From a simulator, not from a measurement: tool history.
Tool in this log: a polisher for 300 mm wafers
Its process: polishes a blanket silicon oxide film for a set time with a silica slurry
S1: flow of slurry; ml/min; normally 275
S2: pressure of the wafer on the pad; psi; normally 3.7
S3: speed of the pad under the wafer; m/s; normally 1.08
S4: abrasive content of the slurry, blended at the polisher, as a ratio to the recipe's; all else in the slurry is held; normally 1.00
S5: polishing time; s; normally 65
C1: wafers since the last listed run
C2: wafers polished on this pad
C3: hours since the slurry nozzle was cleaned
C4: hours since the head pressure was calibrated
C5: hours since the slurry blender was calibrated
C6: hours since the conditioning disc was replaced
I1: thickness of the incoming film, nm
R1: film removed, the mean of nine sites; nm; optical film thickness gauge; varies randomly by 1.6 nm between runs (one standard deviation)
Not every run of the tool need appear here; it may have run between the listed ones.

{"run": 1, "day": 0.0, "S1": 275, "S2": 4.7, "S3": 1.08, "S4": 1.0, "S5": 65, "C1": 0, "C2": 670, "C3": 154.2, "C4": 293.4, "C5": 178.6, "C6": 194.9, "I1": 839.4, "R1": 196.4}
{"run": 2, "day": 0.796, "S1": 275, "S2": 3.7, "S3": 1.08, "S4": 1.0, "S5": 65, "C1": 110, "C2": 780, "C3": 173.3, "C4": 312.5, "C5": 197.7, "C6": 214.0, "I1": 831.4, "R1": 156.2}
{"day": 2.271, "done": "slurry blender recalibrated"}
{"day": 3.283, "done": "conditioning disc replaced and pad reconditioned"}
{"run": 3, "day": 4.429, "S1": 275, "S2": 3.7, "S3": 1.08, "S4": 1.0, "S5": 65, "C1": 479, "C2": 1260, "C3": 260.5, "C4": 399.7, "C5": 51.8, "C6": 27.5, "I1": 844.0, "R1": 170.5}
{"run": 4, "day": 5.804, "S1": 275, "S2": 3.7, "S3": 0.82, "S4": 1.0, "S5": 65, "C1": 190, "C2": 1450, "C3": 293.5, "C4": 432.7, "C5": 84.8, "C6": 60.5, "I1": 839.8, "R1": 134.9}
{"day": 6.467, "done": "worn pad replaced by a new one"}
{"run": 5, "day": 7.25, "S1": 275, "S2": 3.7, "S3": 0.82, "S4": 1.0, "S5": 65, "C1": 176, "C2": 108, "C3": 328.2, "C4": 467.4, "C5": 119.5, "C6": 95.2, "I1": 836.3, "R1": 135.0}
{"run": 6, "day": 8.7, "S1": 275, "S2": 2.9, "S3": 1.08, "S4": 1.0, "S5": 65, "C1": 200, "C2": 309, "C3": 363.0, "C4": 502.2, "C5": 154.3, "C6": 130.0, "I1": 830.3, "R1": 130.2}
{"run": 7, "day": 9.283, "S1": 275, "S2": 2.9, "S3": 1.08, "S4": 1.0, "S5": 65, "C1": 80, "C2": 389, "C3": 377.0, "C4": 516.2, "C5": 168.3, "C6": 144.0, "I1": 843.7, "R1": 129.0}
{"run": 8, "day": 10.317, "S1": 275, "S2": 3.7, "S3": 1.08, "S4": 1.0, "S5": 65, "C1": 142, "C2": 532, "C3": 401.8, "C4": 541.0, "C5": 193.1, "C6": 168.8, "I1": 832.5, "R1": 160.0}
{"run": 9, "day": 11.117, "S1": 275, "S2": 3.7, "S3": 0.86, "S4": 1.0, "S5": 65, "C1": 110, "C2": 643, "C3": 421.0, "C4": 560.2, "C5": 212.3, "C6": 188.0, "I1": 840.7, "R1": 131.6}
{"run": 10, "day": 12.142, "S1": 275, "S2": 3.7, "S3": 0.86, "S4": 1.0, "S5": 65, "C1": 141, "C2": 784, "C3": 445.6, "C4": 584.8, "C5": 236.9, "C6": 212.6, "I1": 849.1, "R1": 130.8}
{"day": 12.608, "done": "slurry blender recalibrated"}
{"run": 11, "day": 12.788, "S1": 275, "S2": 3.7, "S3": 0.86, "S4": 1.0, "S5": 65, "C1": 77, "C2": 862, "C3": 461.1, "C4": 600.3, "C5": 4.3, "C6": 228.1, "I1": 851.3, "R1": 128.4}
{"day": 13.012, "done": "conditioning disc replaced and pad reconditioned"}
{"day": 13.621, "done": "slurry nozzle cleaned"}
{"run": 12, "day": 13.954, "S1": 275, "S2": 3.7, "S3": 1.08, "S4": 1.15, "S5": 65, "C1": 144, "C2": 1006, "C3": 8.0, "C4": 628.3, "C5": 32.3, "C6": 22.6, "I1": 833.0, "R1": 182.6}
{"run": 13, "day": 15.246, "S1": 275, "S2": 3.7, "S3": 1.08, "S4": 1.0, "S5": 65, "C1": 178, "C2": 1185, "C3": 39.0, "C4": 659.3, "C5": 63.3, "C6": 53.6, "I1": 836.1, "R1": 164.3}
{"run": 14, "day": 15.862, "S1": 190, "S2": 3.7, "S3": 1.08, "S4": 0.8, "S5": 65, "C1": 85, "C2": 1270, "C3": 53.8, "C4": 674.1, "C5": 78.1, "C6": 68.4, "I1": 858.3, "R1": 138.4}
{"day": 16.729, "done": "worn pad replaced by a new one"}
{"run": 15, "day": 16.746, "S1": 305, "S2": 4.2, "S3": 1.26, "S4": 0.85, "S5": 65, "C1": 99, "C2": 2, "C3": 75.0, "C4": 695.3, "C5": 99.3, "C6": 89.6, "I1": 821.9, "R1": 188.7}
{"run": 16, "day": 17.362, "S1": 180, "S2": 3.7, "S3": 1.08, "S4": 1.0, "S5": 65, "C1": 85, "C2": 87, "C3": 89.8, "C4": 710.1, "C5": 114.1, "C6": 104.4, "I1": 827.9, "R1": 151.9}
{"run": 17, "day": 19.412, "S1": 275, "S2": 3.7, "S3": 1.08, "S4": 1.0, "S5": 65, "C1": 283, "C2": 370, "C3": 139.0, "C4": 759.3, "C5": 163.3, "C6": 153.6, "I1": 844.9, "R1": 157.2}
{"day": 19.912, "done": "head pressure recalibrated"}
{"run": 18, "day": 20.85, "S1": 230, "S2": 3.7, "S3": 1.08, "S4": 1.0, "S5": 78, "C1": 187, "C2": 558, "C3": 173.5, "C4": 22.5, "C5": 197.8, "C6": 188.1, "I1": 852.2, "R1": 190.4}
{"day": 21.012, "done": "slurry blender recalibrated"}
{"run": 19, "day": 22.288, "S1": 275, "S2": 3.7, "S3": 1.08, "S4": 1.0, "S5": 65, "C1": 187, "C2": 745, "C3": 208.0, "C4": 57.0, "C5": 30.6, "C6": 222.6, "I1": 830.8, "R1": 163.1}
{"day": 24.896, "done": "conditioning disc replaced and pad reconditioned"}
{"run": 20, "day": 25.321, "S1": 275, "S2": 3.7, "S3": 1.42, "S4": 1.2, "S5": 59, "C1": 407, "C2": 1153, "C3": 280.8, "C4": 129.8, "C5": 103.4, "C6": 10.2, "I1": 855.3, "R1": 213.4}
{"run": 21, "day": 25.875, "S1": 315, "S2": 3.7, "S3": 1.08, "S4": 1.0, "S5": 65, "C1": 76, "C2": 1229, "C3": 294.1, "C4": 143.1, "C5": 116.7, "C6": 23.5, "I1": 840.4, "R1": 173.7}
{"day": 26.488, "done": "worn pad replaced by a new one"}
{"run": 22, "day": 27.179, "S1": 275, "S2": 3.7, "S3": 1.08, "S4": 1.0, "S5": 65, "C1": 157, "C2": 95, "C3": 325.4, "C4": 174.4, "C5": 148.0, "C6": 54.8, "I1": 828.8, "R1": 170.2}

5 options for the next run, each taken on its own from the tool as it stands now. Forecast them:
{"run": "A", "day": 27.196, "S1": 275, "S2": 3.7, "S3": 1.44, "S4": 1.0, "S5": 65, "C1": 2, "C2": 97, "C3": 325.8, "C4": 174.8, "C5": 148.4, "C6": 55.2, "I1": 847.9, "R1": "?"}
{"run": "B", "day": 27.196, "S1": 225, "S2": 2.7, "S3": 1.08, "S4": 0.9, "S5": 55, "C1": 2, "C2": 97, "C3": 325.8, "C4": 174.8, "C5": 148.4, "C6": 55.2, "I1": 847.9, "R1": "?"}
{"run": "C", "day": 27.196, "S1": 275, "S2": 3.7, "S3": 1.08, "S4": 1.0, "S5": 55, "C1": 2, "C2": 97, "C3": 325.8, "C4": 174.8, "C5": 148.4, "C6": 55.2, "I1": 847.9, "R1": "?"}
{"run": "D", "day": 27.196, "S1": 275, "S2": 2.7, "S3": 1.08, "S4": 1.0, "S5": 47, "C1": 2, "C2": 97, "C3": 325.8, "C4": 174.8, "C5": 148.4, "C6": 55.2, "I1": 847.9, "R1": "?"}
{"run": "E", "day": 27.196, "S1": 275, "S2": 2.8, "S3": 1.08, "S4": 1.0, "S5": 65, "C1": 2, "C2": 97, "C3": 325.8, "C4": 174.8, "C5": 148.4, "C6": 55.2, "I1": 847.9, "R1": "?"}

run=A R1=212.6
run=B R1=99.7
run=C R1=144.7
run=D R1=91.9
run=E R1=131.5
Had the tool no hidden state, the same runs would have come out as:
run=A R1=225.9
run=B R1=103.6
run=C R1=151.8
run=D R1=95.5
run=E R1=136.8
